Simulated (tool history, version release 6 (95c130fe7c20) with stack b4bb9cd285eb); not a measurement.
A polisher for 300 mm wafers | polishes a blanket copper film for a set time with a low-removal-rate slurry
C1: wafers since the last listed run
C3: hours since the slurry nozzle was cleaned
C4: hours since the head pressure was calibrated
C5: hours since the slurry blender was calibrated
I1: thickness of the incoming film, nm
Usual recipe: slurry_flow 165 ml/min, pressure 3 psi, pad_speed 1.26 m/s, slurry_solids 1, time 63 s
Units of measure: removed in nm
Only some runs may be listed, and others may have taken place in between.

run 1 day=0 | slurry_flow=165 pressure=3 pad_speed=0.92 slurry_solids=1 time=63 | C1=0 wafers_polished_on_this_pad=159 C3=802.5 C4=502.5 C5=162.9 | I1=1149.6 | removed=155.3
run 2 day=0.467 | slurry_flow=165 pressure=3 pad_speed=0.92 slurry_solids=1 time=63 | C1=87 wafers_polished_on_this_pad=246 C3=813.7 C4=513.7 C5=174.1 | I1=1135.7 | removed=153.6
run 3 day=0.804 | slurry_flow=165 pressure=3 pad_speed=1.26 slurry_solids=1 time=68 | C1=62 wafers_polished_on_this_pad=309 C3=821.8 C4=521.8 C5=182.2 | I1=1164.7 | removed=203.7
run 4 day=1.192 | slurry_flow=165 pressure=3 pad_speed=1.26 slurry_solids=1 time=68 | C1=72 wafers_polished_on_this_pad=381 C3=831.1 C4=531.1 C5=191.5 | I1=1122.3 | removed=205.5
run 5 day=1.708 | slurry_flow=165 pressure=3 pad_speed=1.26 slurry_solids=1 time=63 | C1=96 wafers_polished_on_this_pad=478 C3=843.5 C4=543.5 C5=203.9 | I1=1141 | removed=188.3
run 6 day=2.046 | slurry_flow=165 pressure=3 pad_speed=1.26 slurry_solids=1 time=63 | C1=62 wafers_polished_on_this_pad=541 C3=851.6 C4=551.6 C5=212 | I1=1146.5 | removed=184.2
-- day=3.083 slurry nozzle cleaned
run 7 day=4.183 | slurry_flow=165 pressure=3 pad_speed=1.26 slurry_solids=1 time=63 | C1=390 wafers_polished_on_this_pad=931 C3=26.4 C4=602.9 C5=263.3 | I1=1141.3 | removed=180.5
-- day=4.667 worn pad replaced by a new one
run 8 day=4.712 | slurry_flow=165 pressure=3.4 pad_speed=1.26 slurry_solids=0.85 time=79 | C1=67 wafers_polished_on_this_pad=8 C3=39.1 C4=615.6 C5=276 | I1=1163.5 | removed=247.7
run 9 day=5.425 | slurry_flow=125 pressure=3 pad_speed=1.26 slurry_solids=0.8 time=63 | C1=132 wafers_polished_on_this_pad=141 C3=56.2 C4=632.7 C5=293.1 | I1=1148 | removed=161.9
-- day=5.575 head pressure recalibrated
run 10 day=5.871 | slurry_flow=165 pressure=2.5 pad_speed=1.26 slurry_solids=1 time=63 | C1=67 wafers_polished_on_this_pad=209 C3=66.9 C4=7.1 C5=303.8 | I1=1159.6 | removed=150.5
run 11 day=6.25 | slurry_flow=165 pressure=3 pad_speed=0.92 slurry_solids=1 time=63 | C1=70 wafers_polished_on_this_pad=280 C3=76 C4=16.2 C5=312.9 | I1=1142.5 | removed=146.1
-- day=6.788 slurry blender recalibrated
run 12 day=7.129 | slurry_flow=165 pressure=3 pad_speed=1.26 slurry_solids=1 time=74 | C1=148 wafers_polished_on_this_pad=428 C3=97.1 C4=37.3 C5=8.2 | I1=1160 | removed=238.9
run 13 day=7.525 | slurry_flow=165 pressure=3.4 pad_speed=1.26 slurry_solids=0.85 time=79 | C1=73 wafers_polished_on_this_pad=502 C3=106.6 C4=46.8 C5=17.7 | I1=1147.6 | removed=279.2
run 14 day=8.212 | slurry_flow=110 pressure=3 pad_speed=1 slurry_solids=1 time=82 | C1=128 wafers_polished_on_this_pad=630 C3=123.1 C4=63.3 C5=34.2 | I1=1143.1 | removed=219.1
run 15 day=8.667 | slurry_flow=165 pressure=3 pad_speed=1.08 slurry_solids=0.9 time=63 | C1=84 wafers_polished_on_this_pad=715 C3=134 C4=74.2 C5=45.1 | I1=1152.6 | removed=175.4

Here are 4 independent what-if runs from the current tool condition. What would each one return?
run A day=8.683 | slurry_flow=165 pressure=3 pad_speed=1.26 slurry_solids=1 time=63 | C1=3 wafers_polished_on_this_pad=718 C3=134.4 C4=74.6 C5=45.5 | I1=1129.9 | removed=?
run B day=8.683 | slurry_flow=200 pressure=3 pad_speed=1.26 slurry_solids=1 time=63 | C1=3 wafers_polished_on_this_pad=718 C3=134.4 C4=74.6 C5=45.5 | I1=1129.9 | removed=?
run C day=8.683 | slurry_flow=165 pressure=3 pad_speed=0.84 slurry_solids=1 time=63 | C1=3 wafers_polished_on_this_pad=718 C3=134.4 C4=74.6 C5=45.5 | I1=1129.9 | removed=?
run D day=8.683 | slurry_flow=165 pressure=3 pad_speed=1.06 slurry_solids=1 time=81 | C1=3 wafers_polished_on_this_pad=718 C3=134.4 C4=74.6 C5=45.5 | I1=1129.9 | removed=?

run=A removed=199.7
run=B removed=204.2
run=C removed=154.5
run=D removed=229.1
Had the tool no hidden state, the same runs would have come out as:
run=A removed=203.3
run=B removed=207.9
run=C removed=157.3
run=D removed=233.2

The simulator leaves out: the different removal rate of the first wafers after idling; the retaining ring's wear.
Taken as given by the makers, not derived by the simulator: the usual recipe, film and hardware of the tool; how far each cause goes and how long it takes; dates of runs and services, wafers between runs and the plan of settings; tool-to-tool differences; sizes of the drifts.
